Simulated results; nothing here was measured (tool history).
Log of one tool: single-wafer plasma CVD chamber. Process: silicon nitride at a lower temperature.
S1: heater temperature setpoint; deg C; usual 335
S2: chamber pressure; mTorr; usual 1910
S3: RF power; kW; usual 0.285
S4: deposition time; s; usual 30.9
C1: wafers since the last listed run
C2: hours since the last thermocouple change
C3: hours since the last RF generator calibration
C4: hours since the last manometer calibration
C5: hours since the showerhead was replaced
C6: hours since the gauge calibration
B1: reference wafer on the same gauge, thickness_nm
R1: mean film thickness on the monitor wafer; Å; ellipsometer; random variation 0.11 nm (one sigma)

{"run": 1, "day": 0.0, "S1": 335, "S2": 1910, "S3": 0.24, "S4": 30.9, "C1": 0, "C2": 749.8, "C3": 2037.9, "C4": 1848.0, "C5": 6594.4, "C6": 333.9, "B1": 35.636, "R1": 297.49}
{"run": 2, "day": 0.483, "S1": 335, "S2": 1910, "S3": 0.285, "S4": 30.9, "C1": 259, "C2": 761.4, "C3": 2049.5, "C4": 1859.6, "C5": 6606.0, "C6": 345.5, "B1": 35.731, "R1": 343.34}
{"run": 3, "day": 0.858, "S1": 335, "S2": 1910, "S3": 0.285, "S4": 30.9, "C1": 201, "C2": 770.4, "C3": 2058.5, "C4": 1868.6, "C5": 6615.0, "C6": 354.5, "B1": 35.71, "R1": 340.55}
{"run": 4, "day": 1.588, "S1": 335, "S2": 2030, "S3": 0.285, "S4": 30.9, "C1": 391, "C2": 787.9, "C3": 2076.0, "C4": 1886.1, "C5": 6632.5, "C6": 372.0, "B1": 35.687, "R1": 347.64}
{"run": 5, "day": 2.125, "S1": 335, "S2": 2030, "S3": 0.285, "S4": 30.9, "C1": 288, "C2": 800.8, "C3": 2088.9, "C4": 1899.0, "C5": 6645.4, "C6": 384.9, "B1": 35.715, "R1": 345.79}
{"run": 6, "day": 2.608, "S1": 335, "S2": 1910, "S3": 0.285, "S4": 30.9, "C1": 259, "C2": 812.4, "C3": 2100.5, "C4": 1910.6, "C5": 6657.0, "C6": 396.5, "B1": 35.708, "R1": 340.2}
{"run": 7, "day": 3.525, "S1": 335, "S2": 1910, "S3": 0.285, "S4": 30.9, "C1": 491, "C2": 834.4, "C3": 2122.5, "C4": 1932.6, "C5": 6679.0, "C6": 418.5, "B1": 35.678, "R1": 341.92}
{"run": 8, "day": 4.225, "S1": 330, "S2": 1910, "S3": 0.285, "S4": 30.9, "C1": 375, "C2": 851.2, "C3": 2139.3, "C4": 1949.4, "C5": 6695.8, "C6": 435.3, "B1": 35.67, "R1": 339.02}
{"run": 9, "day": 4.808, "S1": 330, "S2": 1910, "S3": 0.285, "S4": 30.9, "C1": 313, "C2": 865.2, "C3": 2153.3, "C4": 1963.4, "C5": 6709.8, "C6": 449.3, "B1": 35.718, "R1": 339.23}
{"run": 10, "day": 5.183, "S1": 330, "S2": 1910, "S3": 0.285, "S4": 30.9, "C1": 201, "C2": 874.2, "C3": 2162.3, "C4": 1972.4, "C5": 6718.8, "C6": 458.3, "B1": 35.716, "R1": 338.61}
{"run": 11, "day": 5.446, "S1": 335, "S2": 1910, "S3": 0.285, "S4": 30.9, "C1": 140, "C2": 880.5, "C3": 2168.6, "C4": 1978.7, "C5": 6725.1, "C6": 464.6, "B1": 35.707, "R1": 338.11}
{"day": 5.933, "done": "RF generator calibrated"}
{"day": 6.296, "done": "capacitance manometer re-zeroed and calibrated"}
{"run": 12, "day": 6.654, "S1": 335, "S2": 2160, "S3": 0.285, "S4": 30.9, "C1": 290, "C2": 909.5, "C3": 17.3, "C4": 8.6, "C5": 6754.1, "C6": 493.6, "B1": 35.688, "R1": 377.11}
{"day": 6.883, "done": "gauge calibrated"}
{"day": 7.558, "done": "showerhead replaced"}
{"run": 13, "day": 8.212, "S1": 335, "S2": 2160, "S3": 0.285, "S4": 30.9, "C1": 657, "C2": 946.9, "C3": 54.7, "C4": 46.0, "C5": 15.7, "C6": 31.9, "B1": 35.713, "R1": 376.73}
{"run": 14, "day": 9.604, "S1": 335, "S2": 1910, "S3": 0.285, "S4": 30.9, "C1": 746, "C2": 980.3, "C3": 88.1, "C4": 79.4, "C5": 49.1, "C6": 65.3, "B1": 35.697, "R1": 364.28}
{"run": 15, "day": 9.938, "S1": 328, "S2": 1910, "S3": 0.285, "S4": 25.4, "C1": 178, "C2": 988.3, "C3": 96.1, "C4": 87.4, "C5": 57.1, "C6": 73.3, "B1": 35.71, "R1": 301.9}
{"run": 16, "day": 10.612, "S1": 339, "S2": 2070, "S3": 0.285, "S4": 35.6, "C1": 362, "C2": 1004.5, "C3": 112.3, "C4": 103.6, "C5": 73.3, "C6": 89.5, "B1": 35.709, "R1": 428.74}
{"run": 17, "day": 11.088, "S1": 335, "S2": 2060, "S3": 0.285, "S4": 30.9, "C1": 254, "C2": 1015.9, "C3": 123.7, "C4": 115.0, "C5": 84.7, "C6": 100.9, "B1": 35.677, "R1": 372.66}
{"run": 18, "day": 11.462, "S1": 328, "S2": 1510, "S3": 0.265, "S4": 36.3, "C1": 201, "C2": 1024.9, "C3": 132.7, "C4": 124.0, "C5": 93.7, "C6": 109.9, "B1": 35.653, "R1": 384.6}
{"run": 19, "day": 13.458, "S1": 325, "S2": 1530, "S3": 0.33, "S4": 32.7, "C1": 1071, "C2": 1072.8, "C3": 180.6, "C4": 171.9, "C5": 141.6, "C6": 157.8, "B1": 35.668, "R1": 408.6}
{"run": 20, "day": 14.346, "S1": 335, "S2": 1660, "S3": 0.285, "S4": 30.9, "C1": 476, "C2": 1094.1, "C3": 201.9, "C4": 193.2, "C5": 162.9, "C6": 179.1, "B1": 35.675, "R1": 355.06}
{"day": 15.308, "done": "thermocouple changed; heater temperature recalibrated"}
{"run": 21, "day": 15.329, "S1": 335, "S2": 1910, "S3": 0.285, "S4": 30.9, "C1": 348, "C2": 0.5, "C3": 225.5, "C4": 216.8, "C5": 186.5, "C6": 202.7, "B1": 35.705, "R1": 364.04}
{"run": 22, "day": 15.342, "S1": 335, "S2": 1910, "S3": 0.285, "S4": 30.9, "C1": 6, "C2": 0.8, "C3": 225.8, "C4": 217.1, "C5": 186.8, "C6": 203.0, "B1": 35.684, "R1": 364.09}
{"run": 23, "day": 15.862, "S1": 344, "S2": 1910, "S3": 0.31, "S4": 30.9, "C1": 279, "C2": 13.3, "C3": 238.3, "C4": 229.6, "C5": 199.3, "C6": 215.5, "B1": 35.719, "R1": 387.65}
{"run": 24, "day": 16.512, "S1": 343, "S2": 1910, "S3": 0.31, "S4": 30.9, "C1": 348, "C2": 28.9, "C3": 253.9, "C4": 245.2, "C5": 214.9, "C6": 231.1, "B1": 35.705, "R1": 388.92}
{"run": 25, "day": 16.904, "S1": 340, "S2": 2250, "S3": 0.315, "S4": 27.0, "C1": 210, "C2": 38.3, "C3": 263.3, "C4": 254.6, "C5": 224.3, "C6": 240.5, "B1": 35.725, "R1": 354.49}
{"run": 26, "day": 18.579, "S1": 323, "S2": 1910, "S3": 0.285, "S4": 29.1, "C1": 898, "C2": 78.5, "C3": 303.5, "C4": 294.8, "C5": 264.5, "C6": 280.7, "B1": 35.701, "R1": 347.14}
{"run": 27, "day": 19.254, "S1": 335, "S2": 1510, "S3": 0.32, "S4": 28.7, "C1": 362, "C2": 94.7, "C3": 319.7, "C4": 311.0, "C5": 280.7, "C6": 296.9, "B1": 35.698, "R1": 349.88}

Measured less the same run without the tool's hidden state. The same run-to-run variation is in both; the gauge's scatter may not be:
The hidden state here: wafer temperature above the value expected at the setpoint (K); delivered RF power above the setpoint (%); true pressure above the setpoint (%); gauge reads high (%).
run=1 R1=-23.66
run=2 R1=-26.20
run=3 R1=-26.20
run=4 R1=-27.20
run=5 R1=-27.39
run=6 R1=-27.25
run=7 R1=-27.96
run=8 R1=-28.16
run=9 R1=-28.55
run=10 R1=-28.73
run=11 R1=-28.86
run=12 R1=-1.64
run=13 R1=-1.64
run=14 R1=-1.62
run=15 R1=-1.35
run=16 R1=-1.93
run=17 R1=-1.70
run=18 R1=-1.83
run=19 R1=-1.83
run=20 R1=-1.75
run=21 R1=-1.85
run=22 R1=-1.85
run=23 R1=-1.94
run=24 R1=-1.99
run=25 R1=-1.84
run=26 R1=-1.97
run=27 R1=-1.99
